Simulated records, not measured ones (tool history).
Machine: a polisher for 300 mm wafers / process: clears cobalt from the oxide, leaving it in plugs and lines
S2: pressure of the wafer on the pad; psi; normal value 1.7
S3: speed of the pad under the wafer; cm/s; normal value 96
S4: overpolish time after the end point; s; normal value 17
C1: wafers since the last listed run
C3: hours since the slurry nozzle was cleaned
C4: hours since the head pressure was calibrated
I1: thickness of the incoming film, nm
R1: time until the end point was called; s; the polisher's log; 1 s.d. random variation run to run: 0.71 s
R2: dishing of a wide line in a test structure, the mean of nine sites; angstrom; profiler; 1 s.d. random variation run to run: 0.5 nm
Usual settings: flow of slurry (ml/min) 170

{"run": 1, "hour": 0.0, "flow of slurry (ml/min)": 170, "S2": 1.2, "S3": 86, "S4": 17, "C1": 0, "wafers polished on this pad": 826, "C3": 255.7, "C4": 909.5, "I1": 211.3, "R1": 75, "R2": 335}
{"run": 2, "hour": 15.3, "flow of slurry (ml/min)": 170, "S2": 1.2, "S3": 86, "S4": 17, "C1": 134, "wafers polished on this pad": 961, "C3": 271, "C4": 924.8, "I1": 211.5, "R1": 74.4, "R2": 328}
{"hour": 25.0, "done": "worn pad replaced by a new one"}
{"run": 3, "hour": 25.5, "flow of slurry (ml/min)": 215, "S2": 1.7, "S3": 96, "S4": 17, "C1": 54, "wafers polished on this pad": 4, "C3": 281.2, "C4": 935, "I1": 214.4, "R1": 48.5, "R2": 432}
{"run": 4, "hour": 36.0, "flow of slurry (ml/min)": 215, "S2": 1.7, "S3": 96, "S4": 17, "C1": 92, "wafers polished on this pad": 96, "C3": 291.7, "C4": 945.5, "I1": 212.5, "R1": 47.5, "R2": 448}
{"run": 5, "hour": 45.4, "flow of slurry (ml/min)": 215, "S2": 1.7, "S3": 96, "S4": 17, "C1": 82, "wafers polished on this pad": 179, "C3": 301.1, "C4": 954.9, "I1": 208.7, "R1": 46.9, "R2": 436}
{"run": 6, "hour": 56.8, "flow of slurry (ml/min)": 170, "S2": 1.7, "S3": 108, "S4": 13, "C1": 100, "wafers polished on this pad": 279, "C3": 312.5, "C4": 966.3, "I1": 208.7, "R1": 43.7, "R2": 393}
{"run": 7, "hour": 68.6, "flow of slurry (ml/min)": 170, "S2": 2.2, "S3": 82, "S4": 17, "C1": 103, "wafers polished on this pad": 383, "C3": 324.3, "C4": 978.1, "I1": 211.8, "R1": 42.8, "R2": 479}
{"run": 8, "hour": 80.4, "flow of slurry (ml/min)": 170, "S2": 1.7, "S3": 96, "S4": 17, "C1": 103, "wafers polished on this pad": 487, "C3": 336.1, "C4": 989.9, "I1": 209.3, "R1": 47.8, "R2": 434}
{"run": 9, "hour": 95.5, "flow of slurry (ml/min)": 170, "S2": 1.7, "S3": 96, "S4": 17, "C1": 132, "wafers polished on this pad": 620, "C3": 351.2, "C4": 1005, "I1": 211.9, "R1": 49.4, "R2": 432}
{"run": 10, "hour": 111.5, "flow of slurry (ml/min)": 170, "S2": 1.7, "S3": 96, "S4": 17, "C1": 140, "wafers polished on this pad": 760, "C3": 367.2, "C4": 1021, "I1": 205.5, "R1": 47.5, "R2": 431}
{"run": 11, "hour": 122.3, "flow of slurry (ml/min)": 170, "S2": 1.7, "S3": 96, "S4": 17, "C1": 95, "wafers polished on this pad": 856, "C3": 378, "C4": 1031.8, "I1": 208.6, "R1": 48, "R2": 424}
{"hour": 124.9, "done": "slurry nozzle cleaned"}
{"run": 12, "hour": 132.1, "flow of slurry (ml/min)": 170, "S2": 1.7, "S3": 96, "S4": 17, "C1": 77, "wafers polished on this pad": 933, "C3": 7.2, "C4": 1041.6, "I1": 208.5, "R1": 47.4, "R2": 434}
{"run": 13, "hour": 149.5, "flow of slurry (ml/min)": 170, "S2": 1.7, "S3": 96, "S4": 17, "C1": 153, "wafers polished on this pad": 1086, "C3": 24.6, "C4": 1059, "I1": 208.9, "R1": 49.4, "R2": 428}
{"hour": 164.3, "done": "worn pad replaced by a new one"}
{"run": 14, "hour": 164.8, "flow of slurry (ml/min)": 170, "S2": 1.7, "S3": 96, "S4": 17, "C1": 99, "wafers polished on this pad": 4, "C3": 39.9, "C4": 1074.3, "I1": 210.2, "R1": 48.5, "R2": 429}
{"run": 15, "hour": 180.9, "flow of slurry (ml/min)": 135, "S2": 1.7, "S3": 96, "S4": 26, "C1": 141, "wafers polished on this pad": 146, "C3": 56, "C4": 1090.4, "I1": 208.6, "R1": 50.9, "R2": 524}
{"run": 16, "hour": 189.7, "flow of slurry (ml/min)": 145, "S2": 1.7, "S3": 110, "S4": 17, "C1": 77, "wafers polished on this pad": 223, "C3": 64.8, "C4": 1099.2, "I1": 213.3, "R1": 45.7, "R2": 446}
{"run": 17, "hour": 202.4, "flow of slurry (ml/min)": 150, "S2": 2, "S3": 124, "S4": 21, "C1": 111, "wafers polished on this pad": 335, "C3": 77.5, "C4": 1111.9, "I1": 210.8, "R1": 35.3, "R2": 550}
{"run": 18, "hour": 209.8, "flow of slurry (ml/min)": 170, "S2": 1.7, "S3": 96, "S4": 17, "C1": 65, "wafers polished on this pad": 400, "C3": 84.9, "C4": 1119.3, "I1": 212.1, "R1": 48, "R2": 424}
{"run": 19, "hour": 221.4, "flow of slurry (ml/min)": 135, "S2": 1.7, "S3": 96, "S4": 17, "C1": 102, "wafers polished on this pad": 502, "C3": 96.5, "C4": 1130.9, "I1": 208.1, "R1": 48.4, "R2": 413}
{"run": 20, "hour": 233.1, "flow of slurry (ml/min)": 170, "S2": 1.7, "S3": 96, "S4": 17, "C1": 102, "wafers polished on this pad": 605, "C3": 108.2, "C4": 1142.6, "I1": 209.9, "R1": 50.1, "R2": 424}
{"hour": 248.4, "done": "head pressure recalibrated"}
{"run": 21, "hour": 249.9, "flow of slurry (ml/min)": 115, "S2": 1.7, "S3": 84, "S4": 22, "C1": 130, "wafers polished on this pad": 735, "C3": 125, "C4": 1.5, "I1": 212.1, "R1": 59.8, "R2": 451}
{"run": 22, "hour": 261.9, "flow of slurry (ml/min)": 170, "S2": 1.7, "S3": 96, "S4": 17, "C1": 105, "wafers polished on this pad": 841, "C3": 137, "C4": 13.5, "I1": 209.6, "R1": 52.2, "R2": 406}
{"run": 23, "hour": 276.3, "flow of slurry (ml/min)": 170, "S2": 1.5, "S3": 96, "S4": 23, "C1": 126, "wafers polished on this pad": 967, "C3": 151.4, "C4": 27.9, "I1": 210.8, "R1": 59.5, "R2": 454}
{"run": 24, "hour": 293.2, "flow of slurry (ml/min)": 130, "S2": 1.7, "S3": 96, "S4": 17, "C1": 148, "wafers polished on this pad": 1116, "C3": 168.3, "C4": 44.8, "I1": 209.4, "R1": 53.5, "R2": 402}
{"hour": 301.3, "done": "worn pad replaced by a new one"}
{"run": 25, "hour": 305.0, "flow of slurry (ml/min)": 170, "S2": 2, "S3": 96, "S4": 17, "C1": 68, "wafers polished on this pad": 32, "C3": 180.1, "C4": 56.6, "I1": 213.7, "R1": 45.6, "R2": 446}
{"run": 26, "hour": 317.8, "flow of slurry (ml/min)": 170, "S2": 1.7, "S3": 96, "S4": 25, "C1": 112, "wafers polished on this pad": 145, "C3": 192.9, "C4": 69.4, "I1": 211.9, "R1": 53.1, "R2": 491}
{"run": 27, "hour": 326.6, "flow of slurry (ml/min)": 210, "S2": 1.5, "S3": 72, "S4": 17, "C1": 77, "wafers polished on this pad": 222, "C3": 201.7, "C4": 78.2, "I1": 211.9, "R1": 70.8, "R2": 346}
{"run": 28, "hour": 340.2, "flow of slurry (ml/min)": 170, "S2": 1.7, "S3": 96, "S4": 17, "C1": 119, "wafers polished on this pad": 342, "C3": 215.3, "C4": 91.8, "I1": 208.1, "R1": 52.7, "R2": 408}
{"run": 29, "hour": 352.5, "flow of slurry (ml/min)": 170, "S2": 1.4, "S3": 96, "S4": 17, "C1": 108, "wafers polished on this pad": 450, "C3": 227.6, "C4": 104.1, "I1": 212.6, "R1": 64.6, "R2": 365}
{"run": 30, "hour": 361.1, "flow of slurry (ml/min)": 170, "S2": 1.7, "S3": 110, "S4": 17, "C1": 75, "wafers polished on this pad": 526, "C3": 236.2, "C4": 112.7, "I1": 209.3, "R1": 47.8, "R2": 430}
{"hour": 372.6, "done": "head pressure recalibrated, repeated, since the last time left the tool worse"}
{"run": 31, "hour": 377.9, "flow of slurry (ml/min)": 225, "S2": 2.1, "S3": 110, "S4": 27, "C1": 130, "wafers polished on this pad": 656, "C3": 253, "C4": 5.3, "I1": 213.7, "R1": 32.9, "R2": 589}
{"run": 32, "hour": 387.9, "flow of slurry (ml/min)": 170, "S2": 1.7, "S3": 78, "S4": 17, "C1": 87, "wafers polished on this pad": 744, "C3": 263, "C4": 15.3, "I1": 212.3, "R1": 53.1, "R2": 415}
{"run": 33, "hour": 403.6, "flow of slurry (ml/min)": 170, "S2": 1.2, "S3": 86, "S4": 17, "C1": 138, "wafers polished on this pad": 882, "C3": 278.7, "C4": 31, "I1": 210.2, "R1": 66.6, "R2": 352}
{"run": 34, "hour": 418.3, "flow of slurry (ml/min)": 120, "S2": 1.2, "S3": 96, "S4": 17, "C1": 129, "wafers polished on this pad": 1011, "C3": 293.4, "C4": 45.7, "I1": 210.3, "R1": 63.8, "R2": 362}
{"hour": 431.1, "done": "worn pad replaced by a new one"}
{"run": 35, "hour": 431.6, "flow of slurry (ml/min)": 170, "S2": 2.1, "S3": 106, "S4": 17, "C1": 81, "wafers polished on this pad": 3, "C3": 306.7, "C4": 59, "I1": 211, "R1": 34.3, "R2": 508}
{"run": 36, "hour": 438.4, "flow of slurry (ml/min)": 145, "S2": 1.7, "S3": 96, "S4": 17, "C1": 59, "wafers polished on this pad": 63, "C3": 313.5, "C4": 65.8, "I1": 206.7, "R1": 44.8, "R2": 436}

Below, each run's measurement less what the same run would have read without the hidden state. Both values contain the same run-to-run variation, but the gauge's scatter may not be the same in both:
Unlogged tool condition in this case: removal rate lost through wear of the pad, %; slurry flow missing at the pad, %; deviation of the head's pressure from its setpoint, %.
run=1 R1=+5.4 R2=-18
run=2 R1=+5.4 R2=-17
run=3 R1=+3.6 R2=-18
run=4 R1=+3.6 R2=-19
run=5 R1=+3.6 R2=-19
run=6 R1=+3.4 R2=-19
run=7 R1=+3.3 R2=-18
run=8 R1=+3.7 R2=-19
run=9 R1=+3.9 R2=-20
run=10 R1=+3.9 R2=-20
run=11 R1=+3.9 R2=-20
run=12 R1=+3.9 R2=-21
run=13 R1=+4.1 R2=-21
run=14 R1=+4.1 R2=-21
run=15 R1=+4.3 R2=-19
run=16 R1=+3.9 R2=-21
run=17 R1=+3 R2=-17
run=18 R1=+4.2 R2=-22
run=19 R1=+4.3 R2=-21
run=20 R1=+4.5 R2=-22
run=21 R1=+8.8 R2=-37
run=22 R1=+7.7 R2=-38
run=23 R1=+8.8 R2=-38
run=24 R1=+8.1 R2=-39
run=25 R1=+6.9 R2=-38
run=26 R1=+8.1 R2=-34
run=27 R1=+10.8 R2=-39
run=28 R1=+8.1 R2=-40
run=29 R1=+10 R2=-40
run=30 R1=+7.4 R2=-39
run=31 R1=+0.1 R2=+0
run=32 R1=+0.2 R2=-1
run=33 R1=+0.4 R2=-1
run=34 R1=+0.4 R2=-2
run=35 R1=+0.3 R2=-1
run=36 R1=+0.3 R2=-2
